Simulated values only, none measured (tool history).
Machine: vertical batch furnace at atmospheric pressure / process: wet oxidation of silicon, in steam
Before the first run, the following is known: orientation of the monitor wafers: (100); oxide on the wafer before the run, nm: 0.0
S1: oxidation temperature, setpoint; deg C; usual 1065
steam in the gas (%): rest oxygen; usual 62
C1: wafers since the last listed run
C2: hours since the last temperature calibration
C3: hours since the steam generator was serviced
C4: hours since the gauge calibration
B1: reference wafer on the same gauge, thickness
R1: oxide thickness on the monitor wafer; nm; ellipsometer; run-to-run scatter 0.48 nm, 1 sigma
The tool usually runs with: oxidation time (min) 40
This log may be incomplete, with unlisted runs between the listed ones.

Run 1, day 0: usual settings; C1 0; C2 3570.6; C3 2366.8; C4 510.4; B1 373.97. Result: R1 317.08 nm.
Run 2, day 1.221: usual settings; C1 336; C2 3599.9; C3 2396.1; C4 539.7; B1 373.88. Result: R1 316.81 nm.
Run 3, day 3.362: usual settings; C1 590; C2 3651.3; C3 2447.5; C4 591.1; B1 374.03. Result: R1 318.06 nm.
Run 4, day 6.625: usual settings; C1 898; C2 3729.6; C3 2525.8; C4 669.4; B1 374.02. Result: R1 316.31 nm.
Run 5, day 10.029: usual settings; C1 937; C2 3811.3; C3 2607.5; C4 751.1; B1 374. Result: R1 316.05 nm.
Run 6, day 11.525: usual settings; C1 412; C2 3847.2; C3 2643.4; C4 787; B1 374. Result: R1 316.32 nm.
Run 7, day 12.75: usual settings but S1 1047 deg C; C1 337; C2 3876.6; C3 2672.8; C4 816.4; B1 374.11. Result: R1 283.87 nm.
Run 8, day 14.975: usual settings but S1 1047 deg C; C1 613; C2 3930; C3 2726.2; C4 869.8; B1 373.92. Result: R1 283.65 nm.
At day 15.592: gauge calibrated.
Run 9, day 15.596: usual settings but steam in the gas (%) 65; C1 171; C2 3944.9; C3 2741.1; C4 0.1; B1 373.92. Result: R1 325.57 nm.
Run 10, day 16.95: usual settings but steam in the gas (%) 65; C1 373; C2 3977.4; C3 2773.6; C4 32.6; B1 373.93. Result: R1 326.23 nm.
Run 11, day 17.95: usual settings but steam in the gas (%) 65; C1 275; C2 4001.4; C3 2797.6; C4 56.6; B1 374.08. Result: R1 324.89 nm.
At day 20.292: thermocouples replaced and temperature profile calibrated.
Run 12, day 20.8: usual settings; C1 509; C2 12.2; C3 2866; C4 125; B1 374.03. Result: R1 306.22 nm.
At day 22.533: steam generator serviced.
Run 13, day 22.554: usual settings; C1 207; C2 54.3; C3 0.5; C4 167.1; B1 374.08. Result: R1 316.82 nm.
Run 14, day 23.404: usual settings but S1 1053 deg C, steam in the gas (%) 71; C1 234; C2 74.7; C3 20.9; C4 187.5; B1 374.02. Result: R1 321.67 nm.
Run 15, day 24.096: usual settings but S1 1057 deg C, steam in the gas (%) 73; C1 190; C2 91.3; C3 37.5; C4 204.1; B1 373.95. Result: R1 335.57 nm.
Run 16, day 25: usual settings; C1 249; C2 113; C3 59.2; C4 225.8; B1 374.11. Result: R1 317.28 nm.
Run 17, day 25.717: usual settings but steam in the gas (%) 69; C1 197; C2 130.2; C3 76.4; C4 243; B1 374.01. Result: R1 338.16 nm.
Run 18, day 27.004: usual settings but S1 1058 deg C, oxidation time (min) 59, steam in the gas (%) 69; C1 354; C2 161.1; C3 107.3; C4 273.9; B1 373.94. Result: R1 414.16 nm.
Run 19, day 28.108: usual settings; C1 304; C2 187.6; C3 133.8; C4 300.4; B1 373.97. Result: R1 317.07 nm.
Run 20, day 29.175: usual settings but S1 1050 deg C, steam in the gas (%) 57; C1 293; C2 213.2; C3 159.4; C4 326; B1 374.04. Result: R1 273.91 nm.
Run 21, day 29.946: usual settings but S1 1083 deg C, oxidation time (min) 53.5; C1 212; C2 231.7; C3 177.9; C4 344.5; B1 373.98. Result: R1 416.2 nm.
Run 22, day 30.983: usual settings but S1 1086 deg C, oxidation time (min) 23, steam in the gas (%) 68; C1 285; C2 256.6; C3 202.8; C4 369.4; B1 373.98. Result: R1 267.13 nm.
Run 23, day 31.583: usual settings; C1 165; C2 271; C3 217.2; C4 383.8; B1 374. Result: R1 316.94 nm.
Run 24, day 32.233: usual settings but S1 1082 deg C, oxidation time (min) 58; C1 179; C2 286.6; C3 232.8; C4 399.4; B1 373.87. Result: R1 434.05 nm.
Run 25, day 33.454: usual settings but S1 1072 deg C; C1 336; C2 315.9; C3 262.1; C4 428.7; B1 373.94. Result: R1 329.93 nm.
Run 26, day 34.712: usual settings but steam in the gas (%) 52; C1 346; C2 346.1; C3 292.3; C4 458.9; B1 374.01. Result: R1 282.39 nm.

For each run, what was the tool's unlogged condition?
gauge reads high (%): 0 on each run
H1: true tube temperature minus thermocouple reading, K
H2: steam share off its setpoint, % of the setpoint
run     H1     H2
  1   4.95  -5.39
  2   4.99  -5.46
  3   5.06  -5.57
  4   5.16  -5.73
  5   5.26  -5.91
  6   5.31  -5.99
  7   5.34  -6.05
  8   5.41  -6.16
  9   5.43   -6.2
 10   5.47  -6.27
 11    5.5  -6.32
 12  0.112  -6.46
 13  0.165  -1.03
 14  0.191  -1.07
 15  0.212  -1.11
 16  0.239  -1.15
 17  0.261  -1.19
 18    0.3  -1.25
 19  0.334  -1.31
 20  0.366  -1.37
 21   0.39  -1.41
 22  0.421  -1.46
 23   0.44  -1.49
 24  0.459  -1.52
 25  0.497  -1.59
 26  0.535  -1.65
